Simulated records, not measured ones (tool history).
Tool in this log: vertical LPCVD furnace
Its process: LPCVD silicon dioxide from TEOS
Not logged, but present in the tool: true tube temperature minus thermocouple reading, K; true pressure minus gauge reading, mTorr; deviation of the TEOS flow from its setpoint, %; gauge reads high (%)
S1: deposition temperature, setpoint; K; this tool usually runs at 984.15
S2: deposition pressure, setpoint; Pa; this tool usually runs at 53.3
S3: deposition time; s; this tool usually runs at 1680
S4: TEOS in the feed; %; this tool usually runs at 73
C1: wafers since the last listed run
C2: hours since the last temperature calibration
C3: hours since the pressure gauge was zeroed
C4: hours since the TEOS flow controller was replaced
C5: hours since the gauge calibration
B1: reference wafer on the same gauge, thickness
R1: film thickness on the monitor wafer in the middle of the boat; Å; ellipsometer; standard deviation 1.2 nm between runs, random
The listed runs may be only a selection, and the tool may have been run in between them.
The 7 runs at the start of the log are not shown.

run,hour,S1,S2,S3,S4,C1,C2,C3,C4,C5,B1,R1
8,222.0,984.15,53.3,1680,73,629,4490.3,3811.1,6567.4,569.5,316.74,3237.5
9,245.2,984.15,45.3,1680,73,533,4513.5,3834.3,6590.6,592.7,316.67,2955.2
10,259.4,984.15,45.3,1680,73,326,4527.7,3848.5,6604.8,606.9,316.94,2988.1
11,294.5,984.15,53.3,1680,68,806,4562.8,3883.6,6639.9,642.0,316.19,3116.1
# hour 324.6: thermocouples replaced and temperature profile calibrated
12,325.1,984.15,53.3,1680,73,151,0.5,3914.2,6670.5,672.6,317.28,3209.9
13,348.1,984.15,53.3,1680,73,528,23.5,3937.2,6693.5,695.6,316.59,3210.7
# hour 380.3: TEOS flow controller replaced
14,380.8,993.15,48.7,2340,61,199,56.2,3969.9,0.5,728.3,317.07,4816.9
# hour 406.1: pressure gauge zeroed
15,406.6,988.15,53.3,1500,67,41,82.0,0.5,26.3,754.1,316.97,3009.6
16,422.4,984.15,53.3,1680,73,363,97.8,16.3,42.1,769.9,317.21,3217.3
17,434.7,974.15,42.7,1680,84,282,110.1,28.6,54.4,782.2,316.70,2458.7
18,453.5,984.15,53.3,2220,66,432,128.9,47.4,73.2,801.0,317.01,4076.0
# hour 474.7: gauge calibrated
19,476.6,990.15,53.3,1680,81,530,152.0,70.5,96.3,1.9,316.59,3881.8
20,490.5,976.15,60.7,1680,73,319,165.9,84.4,110.2,15.8,316.77,2860.2
21,510.4,976.15,53.3,1680,73,457,185.8,104.3,130.1,35.7,317.14,2680.7
22,535.5,984.15,53.3,1410,73,576,210.9,129.4,155.2,60.8,316.17,2704.8
23,564.0,984.15,53.3,2040,73,655,239.4,157.9,183.7,89.3,317.33,3922.2
24,579.8,984.15,49.3,1680,73,363,255.2,173.7,199.5,105.1,317.29,3097.4
25,602.6,984.15,60.7,1680,77,524,278.0,196.5,222.3,127.9,316.76,3510.9
26,619.8,973.15,53.3,1680,77,395,295.2,213.7,239.5,145.1,317.05,2567.6
27,642.8,988.15,45.3,1260,79,528,318.2,236.7,262.5,168.1,316.64,2551.3
28,673.9,984.15,53.3,1680,73,714,349.3,267.8,293.6,199.2,317.32,3219.2
29,686.0,994.15,48.7,2100,83,278,361.4,279.9,305.7,211.3,317.37,5160.8
30,717.6,984.15,53.3,1680,73,726,393.0,311.5,337.3,242.9,316.68,3240.5
31,746.0,973.15,53.3,1470,73,652,421.4,339.9,365.7,271.3,316.55,2183.4
32,760.9,984.15,53.3,1680,73,342,436.3,354.8,380.6,286.2,316.59,3208.4

Forecast each of these 3 alternatives for the next run:
A,764.3,984.15,53.3,1680,73,78,439.7,358.2,384.0,289.6,?,?
B,764.3,994.15,53.3,1350,63,78,439.7,358.2,384.0,289.6,?,?
C,764.3,984.15,58.7,1680,59,78,439.7,358.2,384.0,289.6,?,?

run,B1,R1
A,317.09,3208.4
B,317.09,2999.5
C,317.09,3025.1
With the hidden condition removed and each run's random variation left untouched, the same runs would have given:
run,R1
A,3208.4
B,2999.5
C,3025.1
